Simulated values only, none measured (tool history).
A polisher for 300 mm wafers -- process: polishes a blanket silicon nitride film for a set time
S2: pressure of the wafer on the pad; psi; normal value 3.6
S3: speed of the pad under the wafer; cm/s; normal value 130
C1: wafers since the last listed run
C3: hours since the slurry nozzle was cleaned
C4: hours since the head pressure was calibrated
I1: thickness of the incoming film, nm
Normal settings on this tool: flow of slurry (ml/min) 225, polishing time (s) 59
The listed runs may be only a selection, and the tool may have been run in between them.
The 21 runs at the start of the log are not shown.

run 22 hour=1331.9 | flow_of_slurry_(ml/min)=285 S2=3.6 S3=148 polishing_time_(s)=50 | C1=578 wafers_polished_on_this_pad=4248 C3=149.7 C4=54.9 | I1=372.3 | film_removed_(nm)=106.2
-- hour=1353.1 worn pad replaced by a new one
run 23 hour=1379 | flow_of_slurry_(ml/min)=225 S2=3.6 S3=156 polishing_time_(s)=59 | C1=565 wafers_polished_on_this_pad=339 C3=196.8 C4=102 | I1=368.6 | film_removed_(nm)=126.2
run 24 hour=1435.7 | flow_of_slurry_(ml/min)=170 S2=4.2 S3=170 polishing_time_(s)=40 | C1=744 wafers_polished_on_this_pad=1083 C3=253.5 C4=158.7 | I1=371.2 | film_removed_(nm)=98.5
run 25 hour=1488.1 | flow_of_slurry_(ml/min)=225 S2=3.6 S3=130 polishing_time_(s)=59 | C1=687 wafers_polished_on_this_pad=1771 C3=305.9 C4=211.1 | I1=366.4 | film_removed_(nm)=107.5
run 26 hour=1528.2 | flow_of_slurry_(ml/min)=225 S2=2.7 S3=156 polishing_time_(s)=59 | C1=526 wafers_polished_on_this_pad=2297 C3=346 C4=251.2 | I1=371.3 | film_removed_(nm)=103.4
run 27 hour=1560.2 | flow_of_slurry_(ml/min)=225 S2=3.6 S3=96 polishing_time_(s)=59 | C1=419 wafers_polished_on_this_pad=2717 C3=378 C4=283.2 | I1=372.6 | film_removed_(nm)=85.6
-- hour=1591.2 head pressure recalibrated, repeated, since the last time left the tool worse
run 28 hour=1605.3 | flow_of_slurry_(ml/min)=285 S2=4 S3=130 polishing_time_(s)=59 | C1=565 wafers_polished_on_this_pad=3283 C3=423.1 C4=14.1 | I1=370.9 | film_removed_(nm)=132
run 29 hour=1649.1 | flow_of_slurry_(ml/min)=225 S2=2.6 S3=142 polishing_time_(s)=59 | C1=574 wafers_polished_on_this_pad=3858 C3=466.9 C4=57.9 | I1=372.3 | film_removed_(nm)=103
run 30 hour=1697.9 | flow_of_slurry_(ml/min)=250 S2=2.3 S3=154 polishing_time_(s)=52 | C1=640 wafers_polished_on_this_pad=4498 C3=515.7 C4=106.7 | I1=373.9 | film_removed_(nm)=91.5
-- hour=1705.3 worn pad replaced by a new one
run 31 hour=1723.2 | flow_of_slurry_(ml/min)=225 S2=3.6 S3=98 polishing_time_(s)=68 | C1=279 wafers_polished_on_this_pad=235 C3=541 C4=132 | I1=368.3 | film_removed_(nm)=110.5

What does the tool deliver on the next run?
run 32 hour=1778 | flow_of_slurry_(ml/min)=225 S2=3.6 S3=156 polishing_time_(s)=59 | C1=719 wafers_polished_on_this_pad=954 C3=595.8 C4=186.8 | I1=368.3 | film_removed_(nm)=?

{"run 32": {"film removed (nm)": 133.1}}
The same run, on a tool lacking any hidden state, would have yielded film removed (nm) 135.9.
